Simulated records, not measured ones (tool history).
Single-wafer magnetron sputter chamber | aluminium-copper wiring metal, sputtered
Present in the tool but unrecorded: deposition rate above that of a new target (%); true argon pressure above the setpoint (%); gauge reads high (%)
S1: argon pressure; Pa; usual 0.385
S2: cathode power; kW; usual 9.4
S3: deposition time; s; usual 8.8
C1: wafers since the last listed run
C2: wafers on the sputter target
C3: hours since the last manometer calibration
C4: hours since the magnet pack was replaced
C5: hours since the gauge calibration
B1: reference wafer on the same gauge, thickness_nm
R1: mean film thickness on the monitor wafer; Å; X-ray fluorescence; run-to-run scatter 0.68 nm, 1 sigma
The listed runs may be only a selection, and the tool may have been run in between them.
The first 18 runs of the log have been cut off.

-- day=74.779 sputter target and shields replaced
run 19 day=75.221 | S1=0.277 S2=8.6 S3=8.8 | C1=2648 C2=309 C3=780.1 C4=828.4 C5=892.1 | B1=130.74 | R1=1573.41
run 20 day=79.683 | S1=0.287 S2=8.5 S3=9.3 | C1=3134 C2=3443 C3=887.2 C4=935.5 C5=999.2 | B1=130.842 | R1=1643.29
run 21 day=83.196 | S1=0.385 S2=9.4 S3=8.8 | C1=2466 C2=5910 C3=971.5 C4=1019.8 C5=1083.5 | B1=131.099 | R1=1615.44
run 22 day=84.812 | S1=0.385 S2=10.4 S3=8.13 | C1=1135 C2=7045 C3=1010.3 C4=1058.6 C5=1122.3 | B1=131.097 | R1=1582.56
run 23 day=88.662 | S1=0.385 S2=9.4 S3=8.8 | C1=2703 C2=9749 C3=1102.7 C4=1151 C5=1214.7 | B1=131.247 | R1=1610.23
run 24 day=92.188 | S1=0.385 S2=9.4 S3=8.8 | C1=2475 C2=12225 C3=1187.3 C4=1235.6 C5=1299.3 | B1=131.218 | R1=1603.3
run 25 day=94.254 | S1=0.45 S2=7.3 S3=9.88 | C1=1451 C2=13676 C3=1236.9 C4=1285.2 C5=1348.9 | B1=131.305 | R1=1531.02
-- day=97.85 sputter target and shields replaced
run 26 day=98.062 | S1=0.385 S2=9.95 S3=8.8 | C1=2440 C2=148 C3=1328.3 C4=1376.6 C5=1440.3 | B1=131.353 | R1=1669.99
run 27 day=100.083 | S1=0.466 S2=8.75 S3=9.39 | C1=1419 C2=1567 C3=1376.8 C4=1425.1 C5=1488.8 | B1=131.443 | R1=1603.93
run 28 day=104.346 | S1=0.385 S2=10.05 S3=10.5 | C1=2993 C2=4561 C3=1479.1 C4=1527.4 C5=1591.1 | B1=131.644 | R1=2015.26
run 29 day=106.433 | S1=0.385 S2=9.4 S3=8.8 | C1=1466 C2=6027 C3=1529.2 C4=1577.5 C5=1641.2 | B1=131.773 | R1=1609.49
run 30 day=109.488 | S1=0.385 S2=9.4 S3=8.8 | C1=2145 C2=8172 C3=1602.5 C4=1650.8 C5=1714.5 | B1=131.69 | R1=1614.5
run 31 day=112.783 | S1=0.291 S2=11.6 S3=8.8 | C1=2314 C2=10487 C3=1681.6 C4=1729.9 C5=1793.6 | B1=131.758 | R1=1893.13
run 32 day=115.858 | S1=0.385 S2=9.4 S3=8.8 | C1=2159 C2=12647 C3=1755.4 C4=1803.7 C5=1867.4 | B1=131.987 | R1=1619.89
run 33 day=118.738 | S1=0.385 S2=9.4 S3=7.41 | C1=2022 C2=14669 C3=1824.5 C4=1872.8 C5=1936.5 | B1=132.039 | R1=1360.47
-- day=122.017 sputter target and shields replaced
run 34 day=122.854 | S1=0.468 S2=11.55 S3=9.87 | C1=2657 C2=588 C3=1923.3 C4=1971.6 C5=2035.3 | B1=132.308 | R1=2037.64

Alternative continuations, all from the tool just after run 34; predict every row:
run A day=122.871 | S1=0.385 S2=9.4 S3=8.8 | C1=11 C2=600 C3=1923.7 C4=1972 C5=2035.7 | B1=? | R1=?
run B day=122.871 | S1=0.539 S2=9.4 S3=9.41 | C1=11 C2=600 C3=1923.7 C4=1972 C5=2035.7 | B1=? | R1=?
run C day=122.871 | S1=0.385 S2=7.85 S3=7.84 | C1=11 C2=600 C3=1923.7 C4=1972 C5=2035.7 | B1=? | R1=?

run=A B1=132.169 R1=1608.39
run=B B1=132.169 R1=1651.71
run=C B1=132.169 R1=1281.19
The same runs, with their run-to-run variation unchanged, on a tool lacking any hidden condition would have given:
run=A R1=1581.59
run=B R1=1624.18
run=C R1=1259.84
